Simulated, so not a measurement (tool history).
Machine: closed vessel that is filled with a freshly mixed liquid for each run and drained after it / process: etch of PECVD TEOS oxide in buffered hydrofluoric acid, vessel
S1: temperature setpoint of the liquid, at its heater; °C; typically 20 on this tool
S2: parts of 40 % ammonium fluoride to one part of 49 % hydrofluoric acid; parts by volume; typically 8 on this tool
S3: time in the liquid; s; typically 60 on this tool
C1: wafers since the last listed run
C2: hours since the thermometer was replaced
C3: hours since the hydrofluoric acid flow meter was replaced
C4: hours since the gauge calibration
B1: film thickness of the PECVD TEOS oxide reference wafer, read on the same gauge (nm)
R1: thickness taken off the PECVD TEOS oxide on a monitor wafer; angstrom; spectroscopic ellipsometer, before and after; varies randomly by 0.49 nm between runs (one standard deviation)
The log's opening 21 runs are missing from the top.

run,hour,S1,S2,S3,C1,C2,C3,C4,B1,R1
22,1663.8,23,9.5,45,10851,404.1,185,970.5,150.01,551.3
23,1931.2,20,8,60,34792,671.5,452.4,1237.9,150.06,767.3
24,2011.3,17,5.5,90,10422,751.6,532.5,1318,149.98,1375.7
# hour 2046.3: thermometer replaced
25,2092,18.5,6,60,10370,45.7,613.2,1398.7,150.02,924.3
26,2179.8,20,8,60,11424,133.5,701,1486.5,150.02,774.7
27,2238.5,20,11,30,7637,192.2,759.7,1545.2,150.03,295.2
# hour 2286.4: hydrofluoric acid flow meter replaced
28,2293.4,25,8,60,7013,247.1,7,1600.1,149.99,948.5
29,2377.7,21.5,10.5,80,10968,331.4,91.3,1684.4,150.03,819.3
30,2430,20,8,60,6804,383.7,143.6,1736.7,149.98,731.2
31,2469.4,20,8,60,5126,423.1,183,1776.1,150.03,734.9

Branching from run 31: 5 alternative next runs. What would each branch give?
A,2470.1,17,8,60,91,423.8,183.7,1776.8,?,?
B,2470.1,18,8,60,91,423.8,183.7,1776.8,?,?
C,2470.1,17,5.5,60,91,423.8,183.7,1776.8,?,?
D,2470.1,17,10.5,90,91,423.8,183.7,1776.8,?,?
E,2470.1,17,5.5,45,91,423.8,183.7,1776.8,?,?

run,B1,R1
A,149.98,626.5
B,149.98,663.2
C,149.98,886.9
D,149.98,736.3
E,149.98,665.2
The same runs, with their run-to-run variation unchanged, on a tool lacking any hidden condition would have given:
run,R1
A,613.1
B,649
C,871.8
D,722.1
E,653.9
